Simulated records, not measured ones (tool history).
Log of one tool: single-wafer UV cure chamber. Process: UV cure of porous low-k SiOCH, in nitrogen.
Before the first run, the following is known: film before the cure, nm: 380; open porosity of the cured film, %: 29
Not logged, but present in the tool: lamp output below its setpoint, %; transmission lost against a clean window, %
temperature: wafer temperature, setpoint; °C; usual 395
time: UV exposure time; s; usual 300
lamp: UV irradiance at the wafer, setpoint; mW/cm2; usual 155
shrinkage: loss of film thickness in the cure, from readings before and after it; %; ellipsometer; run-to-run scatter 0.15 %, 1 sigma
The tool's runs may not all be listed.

run     day  temperature  time  lamp  wafers since the last listed run  hours since the UV bulbs were replaced  wafers since the quartz window was cleaned  shrinkage
  1   0.000          395   160   155                                 0                                  1195.9                                        1190     12.128
  2   0.650          395   160   155                                90                                  1211.5                                        1281     12.156
  3   1.088          395   160   155                                61                                  1222.0                                        1343     12.027
  4   1.642          404   300   155                                77                                  1235.3                                        1420     15.117
  5   2.738          395   300   155                               153                                  1261.6                                        1574     14.920
  6   3.325          395   300   155                                82                                  1275.7                                        1656     14.957
  7   3.896          395   300   155                                79                                  1289.4                                        1736     15.088
  8   4.575          395   420   155                                95                                  1305.7                                        1831     16.551
  9   5.233          395   420   155                                92                                  1321.5                                        1923     16.718
 10   5.867          395   420   155                                88                                  1336.7                                        2011     17.000
 11   6.350          395   300   155                                67                                  1348.3                                        2079     15.056
 12   6.742          395   300   155                                54                                  1357.7                                        2134     15.069
 13   7.212          395   300   155                                65                                  1369.0                                        2200     15.192
 14   7.625          395   300   131                                57                                  1378.9                                        2257     14.468
      8.092  -- quartz window cleaned
 15   8.112          395   300   131                                21                                  1390.6                                           2     13.765
 16   8.800          401   300   155                                96                                  1407.1                                          98     14.571
 17   9.171          404   225   141                                51                                  1416.0                                         150     12.858
 18   9.667          412   355   155                                69                                  1427.9                                         220     15.528
     10.096  -- UV bulbs replaced
 19  10.117          409   455   141                                16                                     0.5                                         236     16.452
 20  10.429          412   355   155                                43                                     8.0                                         280     15.099
 21  11.008          383   300   194                                81                                    21.9                                         361     14.995
     11.471  -- quartz window cleaned, repeated, since the last time left the tool worse
 22  11.617          395   300   193                                38                                    36.5                                          20     16.777
 23  12.000          379   215   184                                53                                    45.7                                          73     14.627
 24  12.983          395   300   155                               137                                    69.3                                         211     15.395
 25  14.433          395   300   131                               202                                   104.1                                         414     14.617
 26  15.062          377   440   192                                88                                   119.2                                         502     17.793
 27  15.650          395   300   155                                82                                   133.3                                         584     15.324
 28  16.083          405   300   155                                60                                   143.7                                         645     15.436
 29  16.588          395   300   155                                70                                   155.8                                         715     15.248
 30  17.075          395   300   155                                68                                   167.5                                         784     15.285
 31  17.379          395   300   120                                42                                   174.8                                         826     13.950

5 ways to go on from here, each from the tool as it stands after run 31. What would each give?
  A  17.400          395   300   180                                 2                                   175.3                                         829          ?
  B  17.400          380   225   192                                 2                                   175.3                                         829          ?
  C  17.400          395   360   118                                 2                                   175.3                                         829          ?
  D  17.400          412   300   155                                 2                                   175.3                                         829          ?
  E  17.400          395   250   155                                 2                                   175.3                                         829          ?

run  shrinkage
  A     15.765
  B     14.411
  C     14.616
  D     15.357
  E     14.179
Had the tool no hidden state, the same runs would have come out as:
run  shrinkage
  A     16.142
  B     14.784
  C     14.990
  D     15.734
  E     14.551
